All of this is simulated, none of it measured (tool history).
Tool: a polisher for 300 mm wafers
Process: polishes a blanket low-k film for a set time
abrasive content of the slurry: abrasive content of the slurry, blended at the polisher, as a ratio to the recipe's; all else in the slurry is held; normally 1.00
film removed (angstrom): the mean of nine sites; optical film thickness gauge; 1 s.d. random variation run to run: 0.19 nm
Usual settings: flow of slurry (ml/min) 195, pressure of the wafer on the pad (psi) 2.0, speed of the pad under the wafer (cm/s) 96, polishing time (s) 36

run,hour,flow of slurry (ml/min),pressure of the wafer on the pad (psi),speed of the pad under the wafer (cm/s),abrasive content of the slurry,polishing time (s),"incoming thickness of the incoming film, nm",film removed (angstrom)
1,0.0,195,2.0,96,1.00,36,681.7,119
# hour 31.3: slurry blender recalibrated
2,33.8,195,2.0,110,1.00,46,690.7,197
3,68.7,195,2.0,96,1.00,36,697.5,137
4,101.7,195,2.0,96,1.00,36,678.6,137
5,172.7,195,2.0,88,1.00,36,680.1,128
# hour 181.1: conditioning disc replaced and pad reconditioned
6,207.2,195,2.0,96,1.00,36,683.3,134
7,271.7,195,2.0,74,1.10,29,678.8,89
8,302.9,195,2.6,116,1.00,28,700.0,138
9,328.8,195,2.0,96,1.00,36,684.8,129
10,355.4,215,2.0,96,1.15,36,685.8,133
# hour 389.8: worn pad replaced by a new one
11,411.2,195,2.0,62,1.00,30,694.8,69
# hour 432.8: head pressure recalibrated
# hour 455.3: slurry blender recalibrated
12,467.4,145,2.5,96,1.00,36,695.9,145
13,527.6,135,2.7,96,1.00,36,692.5,149
# hour 570.3: slurry nozzle cleaned
14,578.7,235,2.0,84,0.85,45,693.9,150
15,639.2,195,2.0,88,1.00,36,692.0,124
# hour 659.4: conditioning disc replaced and pad reconditioned
16,672.5,235,2.0,96,1.00,28,694.5,105
17,717.6,195,2.0,96,1.00,36,694.5,127
18,758.7,195,2.0,96,1.00,36,699.1,125
19,788.4,195,2.0,96,1.00,36,685.6,120
# hour 825.5: worn pad replaced by a new one
20,826.0,195,2.0,126,1.00,36,687.4,145
21,854.2,195,2.0,96,1.00,36,691.7,118
# hour 873.8: slurry blender recalibrated
22,913.3,240,2.0,82,1.25,40,689.6,150
23,998.7,220,2.0,128,0.75,31,691.1,129
24,1064.9,195,2.0,96,0.75,36,680.3,110
25,1103.7,195,2.0,96,1.00,36,675.5,127

Run 26 comes next. What will it give?
# hour 1163.2: conditioning disc replaced and pad reconditioned
26,1172.4,140,2.0,112,1.00,46,689.2,?

{"run 26": {"film removed (angstrom)": 169}}
Were there no unlogged condition in the tool, this run, its random variation unchanged, would have produced film removed (angstrom) 199.

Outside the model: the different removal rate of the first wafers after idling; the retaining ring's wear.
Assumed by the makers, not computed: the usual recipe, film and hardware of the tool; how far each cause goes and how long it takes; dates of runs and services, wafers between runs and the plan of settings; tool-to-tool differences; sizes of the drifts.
